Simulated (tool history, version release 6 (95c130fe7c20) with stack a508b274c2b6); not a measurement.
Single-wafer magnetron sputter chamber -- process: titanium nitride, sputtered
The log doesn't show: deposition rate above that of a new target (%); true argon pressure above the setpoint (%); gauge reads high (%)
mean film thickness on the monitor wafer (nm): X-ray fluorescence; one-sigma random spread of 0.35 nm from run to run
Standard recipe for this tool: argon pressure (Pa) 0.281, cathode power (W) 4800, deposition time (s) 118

run   hour  argon pressure (Pa)  cathode power (W)  deposition time (s)  wafers since the last listed run  wafers on the sputter target  hours since the last manometer calibration  hours since the magnet pack was replaced  hours since the gauge calibration  read-back reference wafer on the same gauge, thickness_nm  mean film thickness on the monitor wafer (nm)
  1    0.0                0.281               4800                  118                                 0                          2588                                      2447.1                                   10192.3                               80.5                                                    128.143                                        103.865
  2   16.2                0.281               4800                  131                               142                          2731                                      2463.3                                   10208.5                               96.7                                                    128.258                                        115.528
  3   31.3                0.281               4800                  131                               133                          2864                                      2478.4                                   10223.6                              111.8                                                    127.980                                        115.873
  4   38.8                0.307               4800                  118                                66                          2930                                      2485.9                                   10231.1                              119.3                                                    128.168                                        103.608
  5   47.5                0.307               4800                  118                                76                          3007                                      2494.6                                   10239.8                              128.0                                                    127.934                                        103.636
  6   60.2                0.307               4800                  118                               111                          3119                                      2507.3                                   10252.5                              140.7                                                    127.889                                        103.011
  7   67.8                0.281               4800                  118                                67                          3186                                      2514.9                                   10260.1                              148.3                                                    127.931                                        103.339
  8   75.7                0.281               4800                  118                                69                          3255                                      2522.8                                   10268.0                              156.2                                                    127.930                                        103.667
  9   85.6                0.281               4800                  118                                87                          3343                                      2532.7                                   10277.9                              166.1                                                    127.820                                        103.176
 10   96.2                0.281               4800                  118                                93                          3436                                      2543.3                                   10288.5                              176.7                                                    128.116                                        103.615
 11  112.8                0.281               4800                  118                               146                          3583                                      2559.9                                   10305.1                              193.3                                                    127.982                                        103.112
 12  126.6                0.281               4800                  118                               121                          3704                                      2573.7                                   10318.9                              207.1                                                    127.973                                        103.714
     138.9  -- sputter target and shields replaced
 13  140.2                0.281               4800                  118                                49                            11                                      2587.3                                   10332.5                              220.7                                                    127.852                                        106.614
 14  151.7                0.281               4800                  118                               101                           113                                      2598.8                                   10344.0                              232.2                                                    127.971                                        106.724
 15  165.1                0.281               4800                  111                               118                           231                                      2612.2                                   10357.4                              245.6                                                    127.983                                         99.624
     191.6  -- gauge calibrated
     193.9  -- magnet pack replaced
     214.1  -- capacitance manometer re-zeroed and calibrated
 16  217.1                0.381               3800                  118                               317                           548                                         3.0                                      23.2                               25.5                                                    127.836                                         82.658
 17  223.3                0.307               4800                  118                                54                           603                                         9.2                                      29.4                               31.7                                                    128.049                                        105.721
 18  234.9                0.312               5400                  118                               102                           705                                        20.8                                      41.0                               43.3                                                    127.998                                        118.030
 19  241.7                0.307               4800                  118                                59                           765                                        27.6                                      47.8                               50.1                                                    128.061                                        105.049
 20  255.7                0.368               5700                  109                               123                           888                                        41.6                                      61.8                               64.1                                                    127.873                                        113.842
 21  273.3                0.322               6000                  118                               155                          1044                                        59.2                                      79.4                               81.7                                                    128.126                                        131.133
 22  297.1                0.341               3650                  105                               209                          1254                                        83.0                                     103.2                              105.5                                                    127.964                                         70.637
 23  304.6                0.281               4800                  131                                66                          1320                                        90.5                                     110.7                              113.0                                                    127.823                                        116.628
 24  314.6                0.281               4800                  118                                88                          1408                                       100.5                                     120.7                              123.0                                                    128.100                                        104.925

Expected results for the next run?
 25  326.7                0.172               4800                  118                               106                          1515                                       112.6                                     132.8                              135.1                                                          ?                                              ?

read-back reference wafer on the same gauge, thickness_nm: 127.998
mean film thickness on the monitor wafer (nm): 107.176
Without the tool's hidden state the same run would have given mean film thickness on the monitor wafer (nm) 109.291.
